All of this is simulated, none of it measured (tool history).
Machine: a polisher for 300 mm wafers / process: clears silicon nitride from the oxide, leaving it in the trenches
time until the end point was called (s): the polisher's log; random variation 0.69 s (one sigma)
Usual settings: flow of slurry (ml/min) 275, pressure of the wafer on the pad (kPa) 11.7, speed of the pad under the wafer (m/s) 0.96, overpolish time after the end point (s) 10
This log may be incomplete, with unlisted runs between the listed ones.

run	day	flow of slurry (ml/min)	pressure of the wafer on the pad (kPa)	speed of the pad under the wafer (m/s)	overpolish time after the end point (s)	incoming thickness of the incoming film, nm	time until the end point was called (s)
1	0	275	11.7	0.96	10	45.2	79
# day 0.471: worn pad replaced by a new one
2	0.508	275	11.7	0.96	10	45.9	79.6
3	1.175	275	11.7	0.96	10	45.1	79.3
4	1.983	275	11.7	0.96	10	45.4	78
5	3.008	275	11.7	0.96	10	45.5	78.3
6	3.517	275	11.7	0.96	10	45.3	78.1
# day 3.846: worn pad replaced by a new one
7	4.271	275	11.7	0.96	10	44.6	75.8
8	5.388	275	11.7	0.96	10	44.9	77.6
# day 6.946: slurry nozzle cleaned
# day 7.183: worn pad replaced by a new one
9	8.2	275	11.7	0.96	10	45.6	78.2
10	8.738	230	11.7	0.96	10	44.9	79.2
11	9.783	275	11.7	0.96	10	45.3	76.8
# day 10.479: worn pad replaced by a new one
# day 11.167: head pressure recalibrated
12	12.85	275	13.8	0.96	10	44.3	65.6
13	13.433	275	11.7	0.78	10	44.9	91
# day 13.929: worn pad replaced by a new one
14	14.067	220	7.6	0.96	15	45.4	119.3
15	15.517	300	11.7	0.96	12	45.3	75.5

What if the next run were any one of these 5? Each begins from the tool's condition after run 15:
A	15.533	275	11.7	0.96	10	45.6	?
B	15.533	275	11.7	0.96	5	45.6	?
C	15.533	350	11.7	0.76	10	45.6	?
D	15.533	275	11.7	0.84	10	45.6	?
E	15.533	275	15.2	0.96	14	45.6	?

run	time until the end point was called (s)
A	80.2
B	80.2
C	94.1
D	89.1
E	63.2
Take away the tool's hidden state, keep each run's random variation, and the runs would have read:
run	time until the end point was called (s)
A	80.2
B	80.2
C	94.1
D	89.1
E	63.2
